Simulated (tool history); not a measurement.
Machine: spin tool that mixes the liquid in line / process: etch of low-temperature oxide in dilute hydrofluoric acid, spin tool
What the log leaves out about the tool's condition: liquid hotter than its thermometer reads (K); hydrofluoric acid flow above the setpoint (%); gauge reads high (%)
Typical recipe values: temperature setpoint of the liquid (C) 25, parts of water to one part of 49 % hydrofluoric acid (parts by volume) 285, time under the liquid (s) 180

run   hour  temperature setpoint of the liquid (C)  parts of water to one part of 49 % hydrofluoric acid (parts by volume)  time under the liquid (s)  wafers since the last listed run  hours since the thermometer was replaced  hours since the hydrofluoric acid flow meter was replaced  hours since the gauge calibration  read-back film thickness of the low-temperature oxide reference wafer, read on the same gauge (nm)  thickness taken off the low-temperature oxide on a monitor wafer (nm)
  1    0.0                                      25                                                                     285                        180                                 0                                     921.0                                                       19.9                              470.5                                                                                               39.76                                                                   8.44
  2   45.6                                      25                                                                     285                        180                               418                                     966.6                                                       65.5                              516.1                                                                                               39.68                                                                   8.44
  3   77.4                                      25                                                                     285                        180                               291                                     998.4                                                       97.3                              547.9                                                                                               39.62                                                                   8.34
  4  123.0                                      25                                                                     285                        180                               418                                    1044.0                                                      142.9                              593.5                                                                                               39.54                                                                   8.34
  5  184.3                                      25                                                                     285                        180                               562                                    1105.3                                                      204.2                              654.8                                                                                               39.42                                                                   8.32
  6  233.4                                      25                                                                     285                        260                               450                                    1154.4                                                      253.3                              703.9                                                                                               39.29                                                                  12.03
  7  261.2                                      25                                                                     285                        260                               254                                    1182.2                                                      281.1                              731.7                                                                                               39.20                                                                  12.04
  8  290.7                                      25                                                                     285                        260                               270                                    1211.7                                                      310.6                              761.2                                                                                               39.14                                                                  11.95
  9  351.3                                      25                                                                     285                        180                               555                                    1272.3                                                      371.2                              821.8                                                                                               38.98                                                                   8.26
     363.1  -- hydrofluoric acid flow meter replaced
 10  385.6                                      25                                                                     285                        180                               305                                    1306.6                                                       22.5                              856.1                                                                                               38.89                                                                   8.26

Run 11, settings as shown, results not yet in. Your forecast:
 11  452.2                                      25                                                                     190                        180                               610                                    1373.2                                                       89.1                              922.7                                                                                                   ?                                                                      ?

Run 11 produced read-back film thickness of the low-temperature oxide reference wafer, read on the same gauge (nm) 38.68, thickness taken off the low-temperature oxide on a monitor wafer (nm) 13.65.
Minus the tool's unlogged condition, the same run would have read thickness taken off the low-temperature oxide on a monitor wafer (nm) 14.12.

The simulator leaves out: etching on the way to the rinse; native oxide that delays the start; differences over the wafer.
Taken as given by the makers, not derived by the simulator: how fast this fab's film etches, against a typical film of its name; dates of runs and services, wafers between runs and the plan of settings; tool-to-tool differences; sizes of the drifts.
